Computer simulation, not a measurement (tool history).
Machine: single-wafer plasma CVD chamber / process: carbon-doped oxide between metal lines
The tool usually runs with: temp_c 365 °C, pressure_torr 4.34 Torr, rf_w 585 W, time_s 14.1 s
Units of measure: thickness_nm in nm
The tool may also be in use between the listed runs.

run   hour  temp_c  pressure_torr  rf_w  time_s  wafers since the last listed run  hours since the last thermocouple change  hours since the last RF generator calibration  hours since the last manometer calibration  hours since the showerhead was replaced  hours since the gauge calibration  read-back reference wafer on the same gauge, thickness_nm  thickness_nm
  1    0.0     365           4.34   585    14.1                                 0                                    1258.4                                          923.0                                      1263.9                                   6857.5                              305.1                                                     78.808        75.862
  2   45.8     365           4.34   585    14.1                              1068                                    1304.2                                          968.8                                      1309.7                                   6903.3                              350.9                                                     78.816        75.786
  3  106.8     365           4.34   585    14.1                              1423                                    1365.2                                         1029.8                                      1370.7                                   6964.3                              411.9                                                     78.788        75.864
  4  158.9     365           4.34   585    15.2                              1215                                    1417.3                                         1081.9                                      1422.8                                   7016.4                              464.0                                                     78.807        81.819
  5  213.4     365           4.34   585    15.2                              1271                                    1471.8                                         1136.4                                      1477.3                                   7070.9                              518.5                                                     78.825        81.619
  6  277.3     365           4.34   585    15.2                              1490                                    1535.7                                         1200.3                                      1541.2                                   7134.8                              582.4                                                     78.800        81.725
  7  322.5     365           4.34   585    14.1                              1054                                    1580.9                                         1245.5                                      1586.4                                   7180.0                              627.6                                                     78.816        75.950
  8  354.5     365           4.34   585    14.1                               746                                    1612.9                                         1277.5                                      1618.4                                   7212.0                              659.6                                                     78.810        75.820
  9  380.3     365           4.34   585    14.1                               601                                    1638.7                                         1303.3                                      1644.2                                   7237.8                              685.4                                                     78.816        75.750
 10  420.4     365           4.34   650    14.1                               935                                    1678.8                                         1343.4                                      1684.3                                   7277.9                              725.5                                                     78.802        80.986
 11  491.3     358           4.34   665    15.0                              1653                                    1749.7                                         1414.3                                      1755.2                                   7348.8                              796.4                                                     78.779        88.807
     551.9  -- gauge calibrated
     555.5  -- RF generator calibrated
     562.5  -- capacitance manometer re-zeroed and calibrated
 12  563.0     365           3.94   585    14.1                              1322                                    1821.4                                            7.5                                         0.5                                   7420.5                               11.1                                                     78.801        77.488
 13  587.2     376           4.34   585    14.1                               564                                    1845.6                                           31.7                                        24.7                                   7444.7                               35.3                                                     78.823        76.646
     624.2  -- showerhead replaced
 14  634.2     357           3.32   700    15.8                               909                                    1892.6                                           78.7                                        71.7                                     10.0                               82.3                                                     78.782        97.153
 15  680.6     365           4.34   515    14.1                              1082                                    1939.0                                          125.1                                       118.1                                     56.4                              128.7                                                     78.793        71.886
 16  718.0     365           5.29   585    14.1                               872                                    1976.4                                          162.5                                       155.5                                     93.8                              166.1                                                     78.796        80.215
     747.0  -- thermocouple changed; heater temperature recalibrated
 17  778.7     365           4.34   585    14.1                              1229                                      31.7                                          223.2                                       216.2                                    154.5                              226.8                                                     78.777        76.669
 18  806.9     365           3.31   585    16.5                               657                                      59.9                                          251.4                                       244.4                                    182.7                              255.0                                                     78.804        86.337
 19  878.2     369           4.34   695    14.1                              1663                                     131.2                                          322.7                                       315.7                                    254.0                              326.3                                                     78.767        84.219
 20  907.1     355           4.34   485    12.1                               674                                     160.1                                          351.6                                       344.6                                    282.9                              355.2                                                     78.812        59.110
 21  947.5     365           4.34   585    14.1                               942                                     200.5                                          392.0                                       385.0                                    323.3                              395.6                                                     78.813        76.281

How the hidden state differs across the entries between the runs, from the last listed run before each to the first after it:
Runs 11 to 12: gauge calibrated (hour 551.9); RF generator calibrated (hour 555.5); capacitance manometer re-zeroed and calibrated (hour 562.5)
  wafer temperature above the value expected at the setpoint (K): -4.5 -> -4.9; delivered RF power above the setpoint (%): -5.65 -> -0.673
  measured minus no-state result, thickness_nm: -2.368 -> +0.482 nm
Runs 13 to 14: showerhead replaced (hour 624.2)
  wafer temperature above the value expected at the setpoint (K): -5.04 -> -5.32; delivered RF power above the setpoint (%): -0.911 -> -1.35
  measured minus no-state result, thickness_nm: +0.298 -> +0.395 nm
Runs 16 to 17: thermocouple changed; heater temperature recalibrated (hour 747.0)
  wafer temperature above the value expected at the setpoint (K): -5.82 -> 1.28; delivered RF power above the setpoint (%): -2.03 -> -2.47
  measured minus no-state result, thickness_nm: -0.046 -> -1.453 nm

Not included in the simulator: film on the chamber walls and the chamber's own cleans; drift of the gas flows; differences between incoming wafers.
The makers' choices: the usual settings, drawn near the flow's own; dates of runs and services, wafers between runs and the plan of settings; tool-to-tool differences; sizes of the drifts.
